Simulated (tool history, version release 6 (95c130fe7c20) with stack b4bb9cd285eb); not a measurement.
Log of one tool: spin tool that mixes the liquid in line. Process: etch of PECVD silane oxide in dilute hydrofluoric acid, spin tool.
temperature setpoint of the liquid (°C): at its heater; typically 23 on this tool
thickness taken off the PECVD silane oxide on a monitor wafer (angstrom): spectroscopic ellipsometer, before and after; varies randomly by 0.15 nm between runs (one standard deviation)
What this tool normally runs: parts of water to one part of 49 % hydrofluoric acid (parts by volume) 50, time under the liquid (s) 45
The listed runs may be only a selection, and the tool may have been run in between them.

run,hour,temperature setpoint of the liquid (°C),parts of water to one part of 49 % hydrofluoric acid (parts by volume),time under the liquid (s),"read-back film thickness of the PECVD silane oxide reference wafer, read on the same gauge (nm)",thickness taken off the PECVD silane oxide on a monitor wafer (angstrom)
1,0,25,30,45,149.99,329
2,26.2,25,30,45,149.93,321
3,42.6,25,30,45,149.99,320.1
4,60.5,23,50,45,149.96,170.7
5,75.7,23,30,45,149.96,291.7
6,87.7,23,30,45,149.99,293.3
7,105.6,23,50,45,150.02,171.5
# hour 105.9: gauge calibrated
8,122.7,23,50,45,150.03,170.4
9,129.9,23,50,45,150.01,170.4
# hour 131.9: thermometer replaced
10,146.5,23,50,45,150,191
11,155.8,19.5,50,45,149.98,159.9
12,169.2,24.5,40,60,149.99,344.5
13,175.4,21,70,55,150.01,147.1
14,192.8,21,50,25,149.95,95.3
15,199,23,50,45,150.02,187.2
# hour 205.1: hydrofluoric acid flow meter replaced
16,210.9,23,50,45,149.99,187.1
17,240,27.5,40,50,149.97,314.3
18,247.9,19,75,25,150,56.5
19,260,19,40,70,150,307.9
20,272.9,23,35,45,150.04,267
21,279.1,20.5,60,25,150.06,76.5
22,293.4,21,50,25,149.98,94

Alternative continuations, all from the tool just after run 22; predict every row:
A,293.8,23,50,45,?,?
B,293.8,23,50,55,?,?
C,293.8,23,25,45,?,?

run,"read-back film thickness of the PECVD silane oxide reference wafer, read on the same gauge (nm)",thickness taken off the PECVD silane oxide on a monitor wafer (angstrom)
A,149.95,184.9
B,149.95,226
C,149.95,381.8
Without the tool's hidden state the same runs would have given:
run,thickness taken off the PECVD silane oxide on a monitor wafer (angstrom)
A,193.9
B,237
C,400.7

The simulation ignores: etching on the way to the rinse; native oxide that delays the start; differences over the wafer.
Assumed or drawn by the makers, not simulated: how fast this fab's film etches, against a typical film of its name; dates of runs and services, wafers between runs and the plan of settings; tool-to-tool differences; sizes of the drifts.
